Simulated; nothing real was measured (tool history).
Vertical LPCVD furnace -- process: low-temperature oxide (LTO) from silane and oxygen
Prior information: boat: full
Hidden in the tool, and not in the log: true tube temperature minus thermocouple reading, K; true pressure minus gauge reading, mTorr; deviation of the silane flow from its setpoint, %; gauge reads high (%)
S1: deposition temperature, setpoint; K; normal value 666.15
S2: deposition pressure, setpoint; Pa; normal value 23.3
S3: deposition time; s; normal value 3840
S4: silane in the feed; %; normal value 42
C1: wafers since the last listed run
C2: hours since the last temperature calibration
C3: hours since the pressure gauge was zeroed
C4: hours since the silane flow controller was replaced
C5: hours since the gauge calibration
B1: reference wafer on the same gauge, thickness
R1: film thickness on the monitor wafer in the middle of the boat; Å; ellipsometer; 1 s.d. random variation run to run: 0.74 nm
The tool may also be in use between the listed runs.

run	hour	S1	S2	S3	S4	C1	C2	C3	C4	C5	B1	R1
1	0.0	666.15	23.3	3840	42	0	2306.4	3647.4	5467.3	230.2	588.34	5405.8
2	10.5	666.15	23.3	4380	42	210	2316.9	3657.9	5477.8	240.7	588.05	6167.4
3	17.5	666.15	23.3	4380	42	140	2323.9	3664.9	5484.8	247.7	587.91	6173.5
4	28.1	666.15	23.3	4380	42	212	2334.5	3675.5	5495.4	258.3	587.69	6165.2
5	37.2	666.15	23.3	3840	42	182	2343.6	3684.6	5504.5	267.4	588.09	5406.8
# hour 79.0: thermocouples replaced and temperature profile calibrated
6	79.5	666.15	23.3	3840	42	366	0.5	3726.9	5546.8	309.7	587.98	5175.5
7	83.8	666.15	23.3	3840	48	86	4.8	3731.2	5551.1	314.0	587.96	5952.5
8	88.2	666.15	23.3	3840	48	88	9.2	3735.6	5555.5	318.4	588.24	5944.7
9	92.6	666.15	23.3	3840	48	88	13.6	3740.0	5559.9	322.8	587.87	5977.1
# hour 123.7: silane flow controller replaced
10	124.2	666.15	23.3	3840	42	152	45.2	3771.6	0.5	354.4	588.28	5199.0
11	128.6	666.15	23.3	2940	37	88	49.6	3776.0	4.9	358.8	588.01	3408.5
12	133.0	657.15	23.3	3840	36	88	54.0	3780.4	9.3	363.2	587.97	3855.6
13	138.1	663.15	25.3	2460	34	102	59.1	3785.5	14.4	368.3	587.76	2661.8
14	149.1	662.15	21.3	3270	44	220	70.1	3796.5	25.4	379.3	588.55	4099.5
15	164.5	666.15	23.3	2880	42	308	85.5	3811.9	40.8	394.7	587.70	3911.0
16	209.6	666.15	23.3	3840	42	904	130.6	3857.0	85.9	439.8	587.69	5242.9
17	221.4	660.15	17.3	3300	36	236	142.4	3868.8	97.7	451.6	587.99	2620.9
18	232.8	666.15	23.3	3840	40	228	153.8	3880.2	109.1	463.0	588.13	4963.6
# hour 236.2: gauge calibrated
19	239.7	661.15	20.0	2610	42	138	160.7	3887.1	116.0	3.5	588.47	2915.0
20	249.4	666.15	23.3	3840	42	194	170.4	3896.8	125.7	13.2	588.13	5260.4
# hour 273.8: pressure gauge zeroed
21	274.3	659.15	23.3	3840	42	18	195.3	0.5	150.6	38.1	587.92	4669.6
22	278.6	666.15	23.3	4380	42	86	199.6	4.8	154.9	42.4	588.10	5753.8
23	290.0	666.15	19.3	3840	47	228	211.0	16.2	166.3	53.8	588.22	4739.7
24	302.6	666.15	28.7	2850	42	252	223.6	28.8	178.9	66.4	587.61	4604.4
25	311.8	666.15	28.7	3300	42	184	232.8	38.0	188.1	75.6	588.47	5320.6
26	324.6	666.15	23.3	3840	42	256	245.6	50.8	200.9	88.4	588.16	5054.7
27	338.9	672.15	20.0	3840	42	286	259.9	65.1	215.2	102.7	587.87	4639.1
28	355.8	666.15	23.3	4710	42	338	276.8	82.0	232.1	119.6	587.78	6201.5
29	372.7	671.15	23.3	3840	42	338	293.7	98.9	249.0	136.5	588.05	5357.3
30	381.9	666.15	20.7	5040	42	184	302.9	108.1	258.2	145.7	587.88	5879.1

Measured minus without-hidden-state, run by run (identical run-to-run variation in each term; gauge scatter may differ):
run	R1
1	+469.3
2	+537.1
3	+538.8
4	+539.8
5	+474.6
6	+247.3
7	+285.8
8	+287.4
9	+291.1
10	+266.9
11	+176.7
12	+202.3
13	+131.2
14	+235.4
15	+212.8
16	+302.8
17	+196.6
18	+295.6
19	+197.6
20	+318.7
21	+106.0
22	+129.7
23	+116.4
24	+100.3
25	+118.1
26	+124.1
27	+122.6
28	+160.3
29	+140.4
30	+165.6

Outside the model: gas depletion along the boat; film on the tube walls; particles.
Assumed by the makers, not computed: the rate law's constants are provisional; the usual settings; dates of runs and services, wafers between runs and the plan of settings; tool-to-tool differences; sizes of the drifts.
